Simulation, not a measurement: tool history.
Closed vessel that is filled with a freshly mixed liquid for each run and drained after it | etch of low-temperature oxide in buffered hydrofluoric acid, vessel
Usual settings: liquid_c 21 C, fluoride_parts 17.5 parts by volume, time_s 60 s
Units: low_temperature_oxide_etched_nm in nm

run	hour	liquid_c	fluoride_parts	time_s	read-back film thickness of the low-temperature oxide reference wafer, read on the same gauge (nm)	low_temperature_oxide_etched_nm
1	0	21	17.5	60	149.98	116.67
2	52.8	21	17.5	60	149.99	116.11
3	82.9	21	17.5	60	150	115.66
4	113.5	22.5	17.5	90	150	190.18
5	183.2	22.5	17.5	90	149.99	189.88
6	380.2	22.5	17.5	90	149.96	190.93
7	524.3	17	17.5	70	149.99	109.55
8	564.1	17	17.5	70	150	110.38
9	609	17	17.5	70	150.02	109.6
10	652.7	21	17.5	85	149.98	171.51
# hour 672.6: hydrofluoric acid flow meter replaced
11	709.9	21	17.5	85	149.99	157.59
12	736.7	21	12	35	150.02	93.71
13	801.6	21	12	60	149.97	162.65
14	828.1	19	17.5	95	150.04	161.71
15	890	17	17.5	70	149.95	105.59
16	958.5	21	17.5	60	149.96	112.52
17	995.6	17.5	17.5	60	150.01	92.28
# hour 998.2: thermometer replaced
# hour 1002: gauge calibrated
18	1059.9	24.5	17.5	30	150	69.33
19	1149.9	21	23.5	60	150.01	88.8
20	1210.6	18.5	12.5	60	149.96	137.85
21	1302.7	21	10.5	60	150.03	187.76
22	1327.7	25.5	20.5	45	150	95.04
23	1389.1	17	22	30	150.02	37.2

Measured less the same run without the tool's hidden state. The same run-to-run variation is in both; the gauge's scatter may not be:
The hidden state here: liquid colder than its thermometer reads (K); hydrofluoric acid flow above the setpoint (%); gauge reads high (%).
run	low_temperature_oxide_etched_nm
1	+4.46
2	+4.69
3	+4.83
4	+8.18
5	+8.73
6	+10.33
7	+6.58
8	+6.82
9	+6.97
10	+11.19
11	+0.8
12	+0.59
13	+1.49
14	+1.69
15	+1.41
16	+1.84
17	+1.66
18	+1.45
19	+1.55
20	+3.76
21	+5.83
22	+2.41
23	+0.92
